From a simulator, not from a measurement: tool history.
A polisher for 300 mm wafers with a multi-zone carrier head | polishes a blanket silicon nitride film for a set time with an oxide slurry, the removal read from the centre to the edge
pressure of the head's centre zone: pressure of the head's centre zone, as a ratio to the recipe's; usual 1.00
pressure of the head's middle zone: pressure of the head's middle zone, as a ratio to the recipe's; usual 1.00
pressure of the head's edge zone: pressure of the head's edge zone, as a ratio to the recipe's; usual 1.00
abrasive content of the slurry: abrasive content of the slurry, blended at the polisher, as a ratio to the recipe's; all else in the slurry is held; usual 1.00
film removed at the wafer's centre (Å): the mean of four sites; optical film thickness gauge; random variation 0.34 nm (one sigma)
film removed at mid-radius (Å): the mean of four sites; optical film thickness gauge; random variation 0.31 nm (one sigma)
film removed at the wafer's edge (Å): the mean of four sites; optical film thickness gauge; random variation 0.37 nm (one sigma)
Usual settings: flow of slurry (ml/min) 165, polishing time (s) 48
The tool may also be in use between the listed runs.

run	hour	flow of slurry (ml/min)	pressure of the head's centre zone	pressure of the head's middle zone	pressure of the head's edge zone	abrasive content of the slurry	polishing time (s)	wafers since the last listed run	wafers polished on this pad	hours since the slurry nozzle was cleaned	hours since the centre zone pressure was calibrated	hours since the edge zone pressure was calibrated	hours since the carrier head's membrane was replaced	incoming thickness of the incoming film, nm	film removed at the wafer's centre (Å)	film removed at mid-radius (Å)	film removed at the wafer's edge (Å)
1	0.0	165	1.00	1.00	1.00	1.00	57	0	2119	159.1	843.5	462.1	588.5	460.4	434	433	433
# hour 11.6: centre zone pressure recalibrated
2	59.8	165	0.93	1.00	0.92	1.00	48	772	2892	218.9	48.2	521.9	648.3	457.3	341	364	348
3	84.9	165	1.00	1.00	1.00	1.00	48	335	3227	244.0	73.3	547.0	673.4	468.0	360	365	363
# hour 122.6: edge zone pressure recalibrated
4	148.3	165	1.08	0.94	1.00	1.00	48	820	4048	307.4	136.7	25.7	736.8	459.4	388	343	352
5	208.3	165	1.00	1.00	1.00	1.00	48	802	4850	367.4	196.7	85.7	796.8	462.4	358	357	346
6	238.2	120	1.00	1.00	1.09	1.00	48	399	5250	397.3	226.6	115.6	826.7	459.5	324	324	342
7	292.6	165	1.00	1.00	1.00	1.00	48	727	5977	451.7	281.0	170.0	881.1	454.5	345	341	347
# hour 331.4: worn pad replaced by a new one
8	354.9	165	1.00	1.00	1.00	1.00	48	779	313	514.0	343.3	232.3	943.4	461.6	366	372	370
9	396.7	185	0.89	1.07	1.00	1.00	31	558	872	555.8	385.1	274.1	985.2	455.1	222	262	244
# hour 449.9: slurry nozzle cleaned
10	461.8	165	1.00	1.00	1.00	1.25	41	856	1729	11.9	450.2	339.2	1050.3	464.5	346	340	339
11	530.2	165	1.00	1.04	1.00	1.00	48	914	2643	80.3	518.6	407.6	1118.7	457.9	372	375	364
12	585.9	215	0.89	1.00	1.00	1.20	48	744	3388	136.0	574.3	463.3	1174.4	458.2	360	407	401
13	617.9	205	1.00	1.05	1.00	1.00	48	427	3816	168.0	606.3	495.3	1206.4	460.7	372	389	367
14	647.3	165	1.00	1.00	1.00	1.00	48	393	4209	197.4	635.7	524.7	1235.8	450.5	367	361	366
# hour 673.5: edge zone pressure recalibrated
15	685.8	165	1.00	1.00	1.00	1.25	33	487	4697	235.9	674.2	12.3	1274.3	464.5	269	264	269
# hour 714.8: centre zone pressure recalibrated
16	744.5	220	1.10	1.00	1.00	1.00	48	758	5455	294.6	29.7	71.0	1333.0	451.7	404	367	364
17	780.4	115	1.00	1.07	1.00	1.10	48	479	5935	330.5	65.6	106.9	1368.9	460.7	327	349	335
# hour 811.3: worn pad replaced by a new one
18	837.1	165	1.00	0.92	1.00	1.00	48	704	344	387.2	122.3	163.6	1425.6	460.9	378	348	364
# hour 874.1: carrier head's membrane replaced by a new one
19	908.8	165	1.00	1.00	1.00	1.00	48	891	1236	458.9	194.0	235.3	34.7	453.2	364	370	372
20	946.4	165	1.00	1.00	0.94	1.00	48	502	1739	496.5	231.6	272.9	72.3	457.9	375	375	359
# hour 990.3: slurry nozzle cleaned
21	1013.1	165	0.91	1.00	0.90	1.00	63	878	2617	22.8	298.3	339.6	139.0	457.5	443	478	458

The next listed run, before its measurement:
22	1060.0	125	1.05	1.00	1.00	1.20	57	627	3244	69.7	345.2	386.5	185.9	453.7	?	?	?

Run 22 gave film removed at the wafer's centre (Å) 453, film removed at mid-radius (Å) 432, film removed at the wafer's edge (Å) 434.
Without the tool's hidden state the same run would have given film removed at the wafer's centre (Å) 464, film removed at mid-radius (Å) 443, film removed at the wafer's edge (Å) 445.
